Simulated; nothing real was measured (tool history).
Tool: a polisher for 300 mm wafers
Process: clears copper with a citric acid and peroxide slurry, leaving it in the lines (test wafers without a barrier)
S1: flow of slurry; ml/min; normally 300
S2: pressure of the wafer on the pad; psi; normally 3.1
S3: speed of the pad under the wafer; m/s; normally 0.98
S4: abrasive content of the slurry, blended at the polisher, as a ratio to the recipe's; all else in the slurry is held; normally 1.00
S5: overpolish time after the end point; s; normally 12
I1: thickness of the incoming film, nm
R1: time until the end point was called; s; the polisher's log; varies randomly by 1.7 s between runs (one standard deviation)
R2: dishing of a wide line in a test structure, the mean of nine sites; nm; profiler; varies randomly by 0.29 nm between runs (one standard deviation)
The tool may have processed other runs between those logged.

run     day   S1   S2    S3    S4  S5     I1     R1    R2
  1   0.000  240  2.2  0.98  1.00  12  250.1  148.9  14.6
  2   0.658  240  2.2  0.98  1.00  12  250.7  151.9  14.4
  3   0.925  240  2.2  0.98  1.00  12  249.3  153.4  13.9
      1.454  -- worn pad replaced by a new one
  4   1.546  300  3.1  0.98  1.00  12  253.2  106.6  20.4
  5   1.967  300  3.1  0.98  1.00  12  253.8  106.5  20.4
  6   2.354  300  3.1  0.98  1.00  12  250.7  108.0  19.7
  7   2.646  300  3.1  0.98  1.00  12  245.8  102.3  20.3
  8   3.112  300  3.1  0.98  1.00  12  254.4  111.6  20.0
  9   3.754  300  3.1  1.18  1.00  12  246.1   89.5  23.2
 10   4.325  300  3.1  0.98  1.00  12  245.8  110.9  18.3
      5.096  -- worn pad replaced by a new one
 11   5.117  300  2.2  0.98  1.00  18  251.3  138.2  23.2
      5.521  -- slurry blender recalibrated
 12   5.571  260  2.1  0.98  1.00  12  251.2  145.3  14.7
 13   6.179  300  3.1  0.98  1.00  12  250.2  106.1  20.1
      6.758  -- slurry nozzle cleaned
 14   6.800  355  3.1  0.98  1.00  10  249.5  107.2  16.4
      7.442  -- head pressure recalibrated
 15   7.496  300  3.1  0.98  1.00  12  249.7  110.5  18.9
 16   8.229  300  3.1  0.98  0.75  12  248.2  119.4  17.8
      8.562  -- worn pad replaced by a new one
 17   8.762  350  2.4  0.68  1.00  12  250.8  181.0  12.2
 18  10.971  300  3.1  0.98  0.80  15  245.5  111.2  22.7

Below are 3 alternative next runs, each starting from the tool's condition after run 18. Predict each:
  A  10.992  300  3.1  0.98  1.10  12  252.2   ?   ?
  B  10.992  405  3.1  0.98  1.00  12  252.2   ?   ?
  C  10.992  300  3.1  0.98  1.00  17  252.2   ?   ?

run     R1    R2
  A  108.3  19.5
  B  107.8  19.6
  C  110.6  26.3
Without the tool's unlogged condition, the same runs would have read:
run    R1    R2
  A  97.6  21.5
  B  97.2  21.6
  C  99.7  28.9
